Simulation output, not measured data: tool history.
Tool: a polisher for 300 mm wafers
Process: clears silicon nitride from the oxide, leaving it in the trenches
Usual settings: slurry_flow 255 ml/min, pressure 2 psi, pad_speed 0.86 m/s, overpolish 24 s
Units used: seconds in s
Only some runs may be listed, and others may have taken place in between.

run   hour  slurry_flow  pressure  pad_speed  overpolish  wafers since the last listed run  wafers polished on this pad  hours since the slurry nozzle was cleaned  hours since the head pressure was calibrated  incoming thickness of the incoming film, nm  seconds
  1      0          255         2       0.86          24                                 0                          142                                      276.5                                         982.9                                         50.6       70
  2   12.2          255         2       0.86          24                               116                          259                                      288.7                                         995.1                                         49.9     70.6
  3   22.2          255         2       0.86          24                                95                          354                                      298.7                                        1005.1                                           50       72
  4   36.9          300       2.3       0.86          24                               140                          494                                      313.4                                        1019.8                                         49.6     61.2
  5   47.4          255         2       0.98          24                               100                          594                                      323.9                                        1030.3                                         50.6       67
      56.1  -- worn pad replaced by a new one
  6   56.6          255         2       0.86          24                                49                            4                                      333.1                                        1039.5                                         49.4     63.9
  7   61.7          255         2       0.86          24                                48                           53                                      338.2                                        1044.6                                         48.9     64.3
  8   76.9          255         2       0.86          24                               145                          198                                      353.4                                        1059.8                                         50.4     68.6
  9     90          255         2       0.86          24                               125                          323                                      366.5                                        1072.9                                         49.3     70.2
 10  102.2          255       2.4       0.86          24                               116                          439                                      378.7                                        1085.1                                           50     60.6
     106.6  -- slurry nozzle cleaned
 11  111.8          175       2.2       0.86          24                                82                          521                                        5.2                                        1094.7                                         50.4     69.8
 12  123.7          190       2.6        0.7          30                               113                          635                                       17.1                                        1106.6                                         50.5     72.7
       132  -- head pressure recalibrated
 13  133.3          255       1.4       0.86          24                                72                          707                                       26.7                                           1.3                                         50.3    106.1
     140.1  -- worn pad replaced by a new one
 14  147.3          230       2.2       0.86          13                                95                           68                                       40.7                                          15.3                                         50.3     61.6
 15  161.5          220       1.3       0.86          13                               135                          204                                       54.9                                          29.5                                         49.3    109.1
 16  208.3          255         2       0.62          24                               446                          650                                      101.7                                          76.3                                         50.7      102

Alternative continuations, all from the tool just after run 16; predict every row:
  A  208.8          255         2       0.86          24                                 4                          655                                      102.2                                          76.8                                         50.4        ?
  B  208.8          255         2       1.16          24                                 4                          655                                      102.2                                          76.8                                         50.4        ?
  C  208.8          325       1.7       0.86          24                                 4                          655                                      102.2                                          76.8                                         50.4        ?
  D  208.8          190       2.5       0.78          15                                 4                          655                                      102.2                                          76.8                                         50.4        ?
  E  208.8          255       2.3       0.86          13                                 4                          655                                      102.2                                          76.8                                         50.4        ?

run  seconds
  A     73.5
  B     54.5
  C     84.4
  D     67.5
  E     63.9
Without the tool's unlogged condition, the same runs would have read:
run  seconds
  A     64.8
  B       48
  C     74.4
  D     59.5
  E     56.3

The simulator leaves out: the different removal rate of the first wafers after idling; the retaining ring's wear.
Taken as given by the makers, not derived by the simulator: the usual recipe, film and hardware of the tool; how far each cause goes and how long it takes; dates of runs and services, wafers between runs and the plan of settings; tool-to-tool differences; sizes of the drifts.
